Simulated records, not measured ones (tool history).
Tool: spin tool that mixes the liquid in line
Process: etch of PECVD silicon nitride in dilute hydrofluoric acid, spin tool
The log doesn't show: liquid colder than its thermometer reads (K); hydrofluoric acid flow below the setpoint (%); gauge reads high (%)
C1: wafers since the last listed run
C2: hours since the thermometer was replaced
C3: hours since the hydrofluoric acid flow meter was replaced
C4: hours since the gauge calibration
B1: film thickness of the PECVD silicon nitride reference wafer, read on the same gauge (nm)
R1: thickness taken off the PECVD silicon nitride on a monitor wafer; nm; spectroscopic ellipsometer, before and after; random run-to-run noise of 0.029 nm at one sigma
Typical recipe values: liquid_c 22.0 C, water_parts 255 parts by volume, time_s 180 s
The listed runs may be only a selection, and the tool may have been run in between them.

Run 1, hour 0.0: usual settings; C1 0; C2 1616.4; C3 239.4; C4 771.5; B1 59.982. Result: R1 1.815 nm.
Run 2, hour 65.2: usual settings but liquid_c 25.5 C; C1 566; C2 1681.6; C3 304.6; C4 836.7; B1 60.029. Result: R1 2.218 nm.
Run 3, hour 97.7: usual settings but liquid_c 25.5 C; C1 282; C2 1714.1; C3 337.1; C4 869.2; B1 59.985. Result: R1 2.180 nm.
Run 4, hour 153.2: usual settings but time_s 160 s; C1 481; C2 1769.6; C3 392.6; C4 924.7; B1 60.018. Result: R1 1.595 nm.
Run 5, hour 186.3: usual settings but time_s 160 s; C1 287; C2 1802.7; C3 425.7; C4 957.8; B1 60.012. Result: R1 1.562 nm.
Run 6, hour 219.5: usual settings but time_s 160 s; C1 288; C2 1835.9; C3 458.9; C4 991.0; B1 60.031. Result: R1 1.554 nm.
Run 7, hour 272.9: usual settings; C1 463; C2 1889.3; C3 512.3; C4 1044.4; B1 60.004. Result: R1 1.745 nm.
Run 8, hour 323.1: usual settings; C1 435; C2 1939.5; C3 562.5; C4 1094.6; B1 59.986. Result: R1 1.691 nm.
Run 9, hour 495.2: usual settings; C1 1494; C2 2111.6; C3 734.6; C4 1266.7; B1 60.073. Result: R1 1.683 nm.
At hour 529.0: gauge calibrated.
At hour 538.2: thermometer replaced.
Run 10, hour 564.4: usual settings but liquid_c 25.0 C; C1 592; C2 26.2; C3 803.8; C4 35.4; B1 60.003. Result: R1 2.000 nm.
At hour 600.6: hydrofluoric acid flow meter replaced.
Run 11, hour 626.8: usual settings; C1 533; C2 88.6; C3 26.2; C4 97.8; B1 59.994. Result: R1 1.929 nm.
Run 12, hour 686.1: usual settings but water_parts 305 parts by volume, time_s 215 s; C1 514; C2 147.9; C3 85.5; C4 157.1; B1 59.964. Result: R1 1.892 nm.
Run 13, hour 874.1: usual settings but liquid_c 25.5 C; C1 1632; C2 335.9; C3 273.5; C4 345.1; B1 60.027. Result: R1 2.265 nm.
Run 14, hour 911.8: usual settings but water_parts 200 parts by volume; C1 327; C2 373.6; C3 311.2; C4 382.8; B1 59.999. Result: R1 2.266 nm.
Run 15, hour 954.9: usual settings but liquid_c 24.5 C, water_parts 380 parts by volume, time_s 120 s; C1 374; C2 416.7; C3 354.3; C4 425.9; B1 60.000. Result: R1 0.911 nm.
Run 16, hour 1006.8: usual settings but liquid_c 24.0 C; C1 450; C2 468.6; C3 406.2; C4 477.8; B1 59.989. Result: R1 1.952 nm.
Run 17, hour 1069.6: usual settings; C1 545; C2 531.4; C3 469.0; C4 540.6; B1 60.026. Result: R1 1.728 nm.
Run 18, hour 1130.6: usual settings but liquid_c 18.0 C, water_parts 130 parts by volume, time_s 215 s; C1 529; C2 592.4; C3 530.0; C4 601.6; B1 59.981. Result: R1 2.943 nm.

4 ways to go on from here, each from the tool as it stands after run 18. What would each give?
Run A, hour 1131.1: usual settings but time_s 110 s; C1 4; C2 592.9; C3 530.5; C4 602.1; B1 ?. Result: R1 ?.
Run B, hour 1131.1: usual settings but liquid_c 25.5 C, water_parts 325 parts by volume; C1 4; C2 592.9; C3 530.5; C4 602.1; B1 ?. Result: R1 ?.
Run C, hour 1131.1: usual settings but liquid_c 20.0 C, water_parts 165 parts by volume; C1 4; C2 592.9; C3 530.5; C4 602.1; B1 ?. Result: R1 ?.
Run D, hour 1131.1: usual settings but liquid_c 25.0 C, water_parts 125 parts by volume, time_s 230 s; C1 4; C2 592.9; C3 530.5; C4 602.1; B1 ?. Result: R1 ?.

run      B1     R1
  A  59.996  1.072
  B  59.996  1.707
  C  59.996  2.357
  D  59.996  5.481
With the hidden condition removed and each run's random variation left untouched, the same runs would have given:
run     R1
  A  1.167
  B  1.863
  C  2.565
  D  5.977

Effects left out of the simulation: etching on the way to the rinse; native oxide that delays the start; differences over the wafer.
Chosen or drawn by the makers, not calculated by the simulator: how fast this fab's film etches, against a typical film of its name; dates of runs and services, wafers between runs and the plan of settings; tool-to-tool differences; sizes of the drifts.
